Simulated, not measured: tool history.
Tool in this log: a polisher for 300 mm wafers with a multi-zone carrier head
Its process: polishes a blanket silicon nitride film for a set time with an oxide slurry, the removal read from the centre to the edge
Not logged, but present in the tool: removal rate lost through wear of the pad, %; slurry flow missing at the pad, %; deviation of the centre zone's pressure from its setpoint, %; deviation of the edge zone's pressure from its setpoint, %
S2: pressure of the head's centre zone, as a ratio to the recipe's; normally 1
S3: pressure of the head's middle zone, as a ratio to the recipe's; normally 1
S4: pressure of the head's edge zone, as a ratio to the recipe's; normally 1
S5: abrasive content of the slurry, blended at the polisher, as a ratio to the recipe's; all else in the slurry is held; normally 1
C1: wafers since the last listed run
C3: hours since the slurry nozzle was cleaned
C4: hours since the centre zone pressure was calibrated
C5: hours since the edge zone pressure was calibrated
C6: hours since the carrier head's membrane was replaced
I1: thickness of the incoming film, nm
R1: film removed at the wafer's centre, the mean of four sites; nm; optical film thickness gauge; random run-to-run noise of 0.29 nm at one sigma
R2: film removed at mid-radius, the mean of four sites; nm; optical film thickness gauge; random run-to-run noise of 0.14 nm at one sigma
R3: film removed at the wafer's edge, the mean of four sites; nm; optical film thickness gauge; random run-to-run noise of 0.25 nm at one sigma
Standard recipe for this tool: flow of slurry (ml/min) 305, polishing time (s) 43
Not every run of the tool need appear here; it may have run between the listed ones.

Run 1, hour 0: usual settings but polishing time (s) 34; C1 0; wafers polished on this pad 835; C3 208.4; C4 68.3; C5 742; C6 976.7; I1 505.2. Result: R1 15.1 nm, R2 15.2 nm, R3 15.3 nm.
Run 2, hour 31.4: usual settings; C1 250; wafers polished on this pad 1085; C3 239.8; C4 99.7; C5 773.4; C6 1008.1; I1 512.8. Result: R1 18.8 nm, R2 19 nm, R3 18.4 nm.
Run 3, hour 56.9: usual settings but S5 1.15; C1 203; wafers polished on this pad 1288; C3 265.3; C4 125.2; C5 798.9; C6 1033.6; I1 500.6. Result: R1 20.1 nm, R2 20.1 nm, R3 19.5 nm.
Run 4, hour 86.3: usual settings but flow of slurry (ml/min) 410; C1 234; wafers polished on this pad 1523; C3 294.7; C4 154.6; C5 828.3; C6 1063; I1 515.5. Result: R1 18.4 nm, R2 18.8 nm, R3 18.5 nm.
Run 5, hour 104.9: usual settings but S4 0.96; C1 148; wafers polished on this pad 1671; C3 313.3; C4 173.2; C5 846.9; C6 1081.6; I1 520.1. Result: R1 18 nm, R2 18.2 nm, R3 17.3 nm.
Run 6, hour 136.5: usual settings but flow of slurry (ml/min) 340, S5 0.9; C1 252; wafers polished on this pad 1923; C3 344.9; C4 204.8; C5 878.5; C6 1113.2; I1 513.2. Result: R1 16.9 nm, R2 17 nm, R3 16.2 nm.
At hour 151.7: edge zone pressure recalibrated.
At hour 152.8: carrier head's membrane replaced by a new one.
At hour 159.2: worn pad replaced by a new one.
Run 7, hour 163.3: usual settings but polishing time (s) 57; C1 157; wafers polished on this pad 33; C3 371.7; C4 231.6; C5 11.6; C6 10.5; I1 505.9. Result: R1 27.2 nm, R2 27.3 nm, R3 27.1 nm.
Run 8, hour 231.6: usual settings but S4 0.96, S5 0.75; C1 544; wafers polished on this pad 577; C3 440; C4 299.9; C5 79.9; C6 78.8; I1 508.8. Result: R1 17 nm, R2 16.7 nm, R3 16 nm.
Run 9, hour 244.1: usual settings but flow of slurry (ml/min) 220, S3 1.05; C1 99; wafers polished on this pad 677; C3 452.5; C4 312.4; C5 92.4; C6 91.3; I1 512.9. Result: R1 19.2 nm, R2 20 nm, R3 18.8 nm.
Run 10, hour 273.2: usual settings but flow of slurry (ml/min) 275; C1 232; wafers polished on this pad 909; C3 481.6; C4 341.5; C5 121.5; C6 120.4; I1 509.6. Result: R1 19.3 nm, R2 19.3 nm, R3 19 nm.
Run 11, hour 300.8: usual settings; C1 220; wafers polished on this pad 1129; C3 509.2; C4 369.1; C5 149.1; C6 148; I1 504. Result: R1 19.2 nm, R2 19.4 nm, R3 18.5 nm.
Run 12, hour 316.7: usual settings; C1 126; wafers polished on this pad 1256; C3 525.1; C4 385; C5 165; C6 163.9; I1 505.2. Result: R1 19 nm, R2 19.2 nm, R3 18.7 nm.
At hour 341.2: slurry nozzle cleaned.
Run 13, hour 343.3: usual settings but S3 0.94, polishing time (s) 39; C1 204; wafers polished on this pad 1460; C3 2.1; C4 411.6; C5 191.6; C6 190.5; I1 500.3. Result: R1 17.1 nm, R2 16 nm, R3 16.7 nm.
Run 14, hour 367.8: usual settings but S2 0.91, S4 1.12, S5 0.8, polishing time (s) 47; C1 195; wafers polished on this pad 1656; C3 26.6; C4 436.1; C5 216.1; C6 215; I1 512.5. Result: R1 16.6 nm, R2 17.7 nm, R3 18.7 nm.
Run 15, hour 388: usual settings but S2 0.94, S3 1.1; C1 161; wafers polished on this pad 1817; C3 46.8; C4 456.3; C5 236.3; C6 235.2; I1 521.5. Result: R1 17.3 nm, R2 19.7 nm, R3 17.9 nm.
At hour 425.1: worn pad replaced by a new one.
Run 16, hour 425.6: usual settings; C1 268; wafers polished on this pad 3; C3 84.4; C4 493.9; C5 273.9; C6 272.8; I1 500.5. Result: R1 21 nm, R2 21.2 nm, R3 21.3 nm.
Run 17, hour 438.1: usual settings but S2 0.91, S3 1.09, S5 0.7; C1 99; wafers polished on this pad 103; C3 96.9; C4 506.4; C5 286.4; C6 285.3; I1 512.4. Result: R1 15.3 nm, R2 18 nm, R3 16.3 nm.
Run 18, hour 462.3: usual settings but flow of slurry (ml/min) 275, S3 0.9; C1 193; wafers polished on this pad 296; C3 121.1; C4 530.6; C5 310.6; C6 309.5; I1 505.9. Result: R1 20.7 nm, R2 18.6 nm, R3 20.4 nm.
Run 19, hour 495.4: usual settings but flow of slurry (ml/min) 210, S3 0.94, S4 1.04, S5 1.2; C1 264; wafers polished on this pad 560; C3 154.2; C4 563.7; C5 343.7; C6 342.6; I1 511.6. Result: R1 21.1 nm, R2 20.4 nm, R3 21.8 nm.
Run 20, hour 515.9: usual settings but S4 1.08, S5 0.75; C1 163; wafers polished on this pad 723; C3 174.7; C4 584.2; C5 364.2; C6 363.1; I1 511.9. Result: R1 17.1 nm, R2 17 nm, R3 17.2 nm.
Run 21, hour 531.4: usual settings but S4 0.95; C1 123; wafers polished on this pad 847; C3 190.2; C4 599.7; C5 379.7; C6 378.6; I1 514.1. Result: R1 19.6 nm, R2 20 nm, R3 19.2 nm.
Run 22, hour 563.3: usual settings but S2 1.06, S3 0.94, S4 1.04, polishing time (s) 33; C1 254; wafers polished on this pad 1102; C3 222.1; C4 631.6; C5 411.6; C6 410.5; I1 516.9. Result: R1 15.5 nm, R2 14.3 nm, R3 15 nm.
At hour 655: worn pad replaced by a new one.
Run 23, hour 668: usual settings but S2 1.1, S3 1.04, S5 0.85; C1 803; wafers polished on this pad 103; C3 326.8; C4 736.3; C5 516.3; C6 515.2; I1 515. Result: R1 20.6 nm, R2 19.6 nm, R3 18.4 nm.

What if the next run were any one of these 3? Each begins from the tool's condition after run 23:
Run A, hour 668.4: usual settings; C1 3; wafers polished on this pad 107; C3 327.2; C4 736.7; C5 516.7; C6 515.6; I1 513.5. Result: R1 ?, R2 ?, R3 ?.
Run B, hour 668.4: usual settings but flow of slurry (ml/min) 380, S3 1.09; C1 3; wafers polished on this pad 107; C3 327.2; C4 736.7; C5 516.7; C6 515.6; I1 513.5. Result: R1 ?, R2 ?, R3 ?.
Run C, hour 668.4: usual settings but flow of slurry (ml/min) 205, S2 0.95, S4 1.06, polishing time (s) 34; C1 3; wafers polished on this pad 107; C3 327.2; C4 736.7; C5 516.7; C6 515.6; I1 513.5. Result: R1 ?, R2 ?, R3 ?.

run    R1    R2    R3
  A  20.5  20.7  20.6
  B  20.9  22.6  20.9
  C  14.7  15.7  16.3
What these runs would have given with no unlogged condition in the tool:
run    R1    R2    R3
  A    21  21.2  21.2
  B  21.4  23.2  21.4
  C  15.1  16.1  16.7
